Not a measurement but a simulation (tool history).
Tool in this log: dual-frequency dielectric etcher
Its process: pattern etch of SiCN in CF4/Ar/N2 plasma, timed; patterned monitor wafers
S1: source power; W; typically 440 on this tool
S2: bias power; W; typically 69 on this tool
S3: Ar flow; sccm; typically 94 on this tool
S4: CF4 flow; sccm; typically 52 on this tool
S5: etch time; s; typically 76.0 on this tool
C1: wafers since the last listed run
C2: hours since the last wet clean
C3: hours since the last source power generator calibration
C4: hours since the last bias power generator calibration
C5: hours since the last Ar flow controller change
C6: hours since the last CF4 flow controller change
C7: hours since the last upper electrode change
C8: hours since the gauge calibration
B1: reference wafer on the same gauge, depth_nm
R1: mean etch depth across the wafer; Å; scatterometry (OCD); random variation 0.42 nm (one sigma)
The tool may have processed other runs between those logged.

{"run": 1, "hour": 0.0, "S1": 440, "S2": 69, "S3": 94, "S4": 61, "S5": 76.0, "C1": 0, "C2": 245.4, "C3": 70.5, "C4": 50.4, "C5": 5220.4, "C6": 77.5, "C7": 2164.1, "C8": 883.5, "B1": 66.6, "R1": 635}
{"hour": 13.5, "done": "Ar flow controller replaced"}
{"run": 2, "hour": 14.0, "S1": 440, "S2": 69, "S3": 94, "S4": 61, "S5": 76.0, "C1": 121, "C2": 259.4, "C3": 84.5, "C4": 64.4, "C5": 0.5, "C6": 91.5, "C7": 2178.1, "C8": 897.5, "B1": 66.4, "R1": 633}
{"hour": 28.4, "done": "gauge calibrated"}
{"run": 3, "hour": 47.6, "S1": 420, "S2": 69, "S3": 94, "S4": 52, "S5": 76.0, "C1": 510, "C2": 293.0, "C3": 118.1, "C4": 98.0, "C5": 34.1, "C6": 125.1, "C7": 2211.7, "C8": 19.2, "B1": 66.6, "R1": 587}
{"run": 4, "hour": 77.0, "S1": 440, "S2": 69, "S3": 87, "S4": 52, "S5": 87.0, "C1": 446, "C2": 322.4, "C3": 147.5, "C4": 127.4, "C5": 63.5, "C6": 154.5, "C7": 2241.1, "C8": 48.6, "B1": 66.6, "R1": 721}
{"run": 5, "hour": 110.9, "S1": 440, "S2": 69, "S3": 87, "S4": 52, "S5": 87.0, "C1": 515, "C2": 356.3, "C3": 181.4, "C4": 161.3, "C5": 97.4, "C6": 188.4, "C7": 2275.0, "C8": 82.5, "B1": 66.5, "R1": 719}
{"run": 6, "hour": 123.5, "S1": 480, "S2": 69, "S3": 94, "S4": 52, "S5": 76.0, "C1": 191, "C2": 368.9, "C3": 194.0, "C4": 173.9, "C5": 110.0, "C6": 201.0, "C7": 2287.6, "C8": 95.1, "B1": 66.5, "R1": 666}
{"run": 7, "hour": 156.9, "S1": 480, "S2": 69, "S3": 94, "S4": 52, "S5": 76.0, "C1": 507, "C2": 402.3, "C3": 227.4, "C4": 207.3, "C5": 143.4, "C6": 234.4, "C7": 2321.0, "C8": 128.5, "B1": 66.5, "R1": 670}
{"run": 8, "hour": 178.7, "S1": 440, "S2": 69, "S3": 72, "S4": 44, "S5": 76.0, "C1": 331, "C2": 424.1, "C3": 249.2, "C4": 229.1, "C5": 165.2, "C6": 256.2, "C7": 2342.8, "C8": 150.3, "B1": 66.5, "R1": 644}
{"run": 9, "hour": 193.5, "S1": 500, "S2": 69, "S3": 94, "S4": 52, "S5": 76.0, "C1": 224, "C2": 438.9, "C3": 264.0, "C4": 243.9, "C5": 180.0, "C6": 271.0, "C7": 2357.6, "C8": 165.1, "B1": 66.6, "R1": 698}
{"hour": 242.7, "done": "upper electrode replaced"}
{"hour": 254.0, "done": "wet clean of the chamber"}
{"run": 10, "hour": 254.5, "S1": 440, "S2": 78, "S3": 109, "S4": 59, "S5": 76.0, "C1": 390, "C2": 0.5, "C3": 325.0, "C4": 304.9, "C5": 241.0, "C6": 332.0, "C7": 11.8, "C8": 226.1, "B1": 66.5, "R1": 642}
{"run": 11, "hour": 261.1, "S1": 440, "S2": 81, "S3": 94, "S4": 52, "S5": 76.0, "C1": 100, "C2": 7.1, "C3": 331.6, "C4": 311.5, "C5": 247.6, "C6": 338.6, "C7": 18.4, "C8": 232.7, "B1": 66.5, "R1": 669}
{"run": 12, "hour": 276.0, "S1": 440, "S2": 69, "S3": 94, "S4": 52, "S5": 76.0, "C1": 226, "C2": 22.0, "C3": 346.5, "C4": 326.4, "C5": 262.5, "C6": 353.5, "C7": 33.3, "C8": 247.6, "B1": 66.5, "R1": 632}
{"run": 13, "hour": 297.6, "S1": 510, "S2": 75, "S3": 71, "S4": 62, "S5": 76.0, "C1": 328, "C2": 43.6, "C3": 368.1, "C4": 348.0, "C5": 284.1, "C6": 375.1, "C7": 54.9, "C8": 269.2, "B1": 66.4, "R1": 827}
{"run": 14, "hour": 319.3, "S1": 350, "S2": 69, "S3": 94, "S4": 52, "S5": 76.0, "C1": 329, "C2": 65.3, "C3": 389.8, "C4": 369.7, "C5": 305.8, "C6": 396.8, "C7": 76.6, "C8": 290.9, "B1": 66.6, "R1": 493}
{"run": 15, "hour": 347.9, "S1": 410, "S2": 69, "S3": 94, "S4": 56, "S5": 76.0, "C1": 434, "C2": 93.9, "C3": 418.4, "C4": 398.3, "C5": 334.4, "C6": 425.4, "C7": 105.2, "C8": 319.5, "B1": 66.5, "R1": 591}
{"run": 16, "hour": 379.0, "S1": 340, "S2": 83, "S3": 103, "S4": 52, "S5": 76.0, "C1": 472, "C2": 125.0, "C3": 449.5, "C4": 429.4, "C5": 365.5, "C6": 456.5, "C7": 136.3, "C8": 350.6, "B1": 66.5, "R1": 489}
{"run": 17, "hour": 409.2, "S1": 390, "S2": 59, "S3": 94, "S4": 61, "S5": 76.0, "C1": 458, "C2": 155.2, "C3": 479.7, "C4": 459.6, "C5": 395.7, "C6": 486.7, "C7": 166.5, "C8": 380.8, "B1": 66.6, "R1": 546}
{"run": 18, "hour": 428.0, "S1": 440, "S2": 55, "S3": 94, "S4": 52, "S5": 55.0, "C1": 285, "C2": 174.0, "C3": 498.5, "C4": 478.4, "C5": 414.5, "C6": 505.5, "C7": 185.3, "C8": 399.6, "B1": 66.4, "R1": 429}
{"run": 19, "hour": 451.1, "S1": 440, "S2": 83, "S3": 94, "S4": 52, "S5": 76.0, "C1": 351, "C2": 197.1, "C3": 521.6, "C4": 501.5, "C5": 437.6, "C6": 528.6, "C7": 208.4, "C8": 422.7, "B1": 66.5, "R1": 656}
{"run": 20, "hour": 473.7, "S1": 440, "S2": 69, "S3": 94, "S4": 52, "S5": 76.0, "C1": 343, "C2": 219.7, "C3": 544.2, "C4": 524.1, "C5": 460.2, "C6": 551.2, "C7": 231.0, "C8": 445.3, "B1": 66.5, "R1": 623}
{"run": 21, "hour": 487.5, "S1": 440, "S2": 69, "S3": 94, "S4": 52, "S5": 76.0, "C1": 209, "C2": 233.5, "C3": 558.0, "C4": 537.9, "C5": 474.0, "C6": 565.0, "C7": 244.8, "C8": 459.1, "B1": 66.4, "R1": 618}
{"run": 22, "hour": 514.6, "S1": 440, "S2": 69, "S3": 84, "S4": 64, "S5": 65.5, "C1": 411, "C2": 260.6, "C3": 585.1, "C4": 565.0, "C5": 501.1, "C6": 592.1, "C7": 271.9, "C8": 486.2, "B1": 66.4, "R1": 569}

Below, some changes in R1 between adjacent runs. For each, the amount present without the hidden state too (settings, incoming material, random variation) and the amount remaining for the hidden state with gauge scatter not shared by both compared results:
What the log doesn't record here: etch rate over this chamber's usual, %; source power that arrives over what is set, %; bias power that arrives over what is set, %; Ar flow that arrives over what is set, %; CF4 flow that arrives over what is set, %; gauge reads high (%).
Run 3 -> 4: S1 420 -> 440, S3 94 -> 87, S5 76.0 -> 87.0. R1 +134 Å: hidden state -4, all else +138.
Run 9 -> 10: S1 500 -> 440, S2 69 -> 78, S3 94 -> 109, S4 52 -> 59, upper electrode replaced, wet clean of the chamber. R1 -56 Å: hidden state +28, all else -84.
Run 13 -> 14: S1 510 -> 350, S2 75 -> 69, S3 71 -> 94, S4 62 -> 52. R1 -334 Å: hidden state -1, all else -333.
Run 18 -> 19: S2 55 -> 83, S5 55.0 -> 76.0. R1 +227 Å: hidden state -3, all else +230.

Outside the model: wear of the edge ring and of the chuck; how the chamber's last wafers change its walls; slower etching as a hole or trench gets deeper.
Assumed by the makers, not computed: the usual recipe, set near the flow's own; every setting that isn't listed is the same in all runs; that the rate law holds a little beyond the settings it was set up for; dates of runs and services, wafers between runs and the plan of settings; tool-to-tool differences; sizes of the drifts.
